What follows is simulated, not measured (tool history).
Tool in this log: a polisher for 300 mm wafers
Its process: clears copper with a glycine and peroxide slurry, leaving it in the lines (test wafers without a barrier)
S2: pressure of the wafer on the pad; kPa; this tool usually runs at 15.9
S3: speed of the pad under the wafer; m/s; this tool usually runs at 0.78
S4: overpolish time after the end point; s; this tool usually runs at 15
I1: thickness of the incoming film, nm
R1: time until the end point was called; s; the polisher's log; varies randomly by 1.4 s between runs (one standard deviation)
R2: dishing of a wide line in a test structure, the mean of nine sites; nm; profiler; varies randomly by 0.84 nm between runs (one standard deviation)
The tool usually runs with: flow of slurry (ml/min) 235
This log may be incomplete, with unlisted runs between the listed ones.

{"run": 1, "day": 0.0, "flow of slurry (ml/min)": 235, "S2": 15.9, "S3": 0.78, "S4": 15, "I1": 455.9, "R1": 144.4, "R2": 35.3}
{"run": 2, "day": 1.504, "flow of slurry (ml/min)": 235, "S2": 15.9, "S3": 0.78, "S4": 15, "I1": 465.1, "R1": 147.7, "R2": 36.4}
{"run": 3, "day": 3.033, "flow of slurry (ml/min)": 235, "S2": 15.9, "S3": 0.78, "S4": 15, "I1": 457.9, "R1": 145.3, "R2": 35.8}
{"run": 4, "day": 4.542, "flow of slurry (ml/min)": 235, "S2": 15.9, "S3": 0.78, "S4": 15, "I1": 459, "R1": 148.1, "R2": 34.7}
{"run": 5, "day": 8.742, "flow of slurry (ml/min)": 235, "S2": 15.9, "S3": 0.78, "S4": 15, "I1": 460.8, "R1": 145.8, "R2": 35.3}
{"run": 6, "day": 12.679, "flow of slurry (ml/min)": 235, "S2": 11.7, "S3": 0.78, "S4": 15, "I1": 464.9, "R1": 185.1, "R2": 29.2}
{"day": 13.071, "done": "head pressure recalibrated"}
{"run": 7, "day": 14.608, "flow of slurry (ml/min)": 235, "S2": 11.7, "S3": 0.78, "S4": 15, "I1": 464.1, "R1": 185.6, "R2": 29.6}
{"run": 8, "day": 18.525, "flow of slurry (ml/min)": 235, "S2": 11.7, "S3": 0.78, "S4": 15, "I1": 454.4, "R1": 182.2, "R2": 28.8}
{"run": 9, "day": 21.583, "flow of slurry (ml/min)": 235, "S2": 15.9, "S3": 0.68, "S4": 15, "I1": 460.1, "R1": 163.7, "R2": 32.6}
{"day": 23.312, "done": "slurry nozzle cleaned"}
{"day": 23.767, "done": "worn pad replaced by a new one"}
{"run": 10, "day": 25.292, "flow of slurry (ml/min)": 235, "S2": 15.9, "S3": 0.68, "S4": 15, "I1": 468.6, "R1": 164.7, "R2": 34}
{"run": 11, "day": 27.146, "flow of slurry (ml/min)": 235, "S2": 15.9, "S3": 0.78, "S4": 15, "I1": 452.3, "R1": 142.3, "R2": 34.8}
{"run": 12, "day": 30.371, "flow of slurry (ml/min)": 270, "S2": 15.9, "S3": 0.78, "S4": 15, "I1": 457.7, "R1": 144, "R2": 37.4}
{"run": 13, "day": 32.95, "flow of slurry (ml/min)": 205, "S2": 15.9, "S3": 0.66, "S4": 18, "I1": 467.6, "R1": 171.1, "R2": 37.2}
{"run": 14, "day": 35.812, "flow of slurry (ml/min)": 290, "S2": 18.6, "S3": 1.06, "S4": 12, "I1": 460.1, "R1": 101, "R2": 42.7}
{"run": 15, "day": 38.142, "flow of slurry (ml/min)": 235, "S2": 15.9, "S3": 0.78, "S4": 15, "I1": 455.7, "R1": 146.3, "R2": 35.2}
{"run": 16, "day": 40.025, "flow of slurry (ml/min)": 185, "S2": 15.9, "S3": 1.04, "S4": 15, "I1": 461.5, "R1": 121.6, "R2": 41.7}
{"run": 17, "day": 42.979, "flow of slurry (ml/min)": 235, "S2": 15.9, "S3": 0.78, "S4": 15, "I1": 456.2, "R1": 146.8, "R2": 35.6}
{"run": 18, "day": 46.654, "flow of slurry (ml/min)": 235, "S2": 15.9, "S3": 0.78, "S4": 15, "I1": 457.5, "R1": 145.9, "R2": 36.1}
{"day": 48.679, "done": "head pressure recalibrated"}
{"run": 19, "day": 49.504, "flow of slurry (ml/min)": 235, "S2": 18.6, "S3": 0.9, "S4": 15, "I1": 458.1, "R1": 117.7, "R2": 43.3}

Forecast run 20:
{"run": 20, "day": 53.817, "flow of slurry (ml/min)": 185, "S2": 15.9, "S3": 0.6, "S4": 7, "I1": 464.9, "R1": "?", "R2": "?"}

Run 20 measured R1 185.6 s, R2 14.6 nm.
With no hidden state in the tool, this same run would have given R1 185.6 s, R2 14.6 nm.
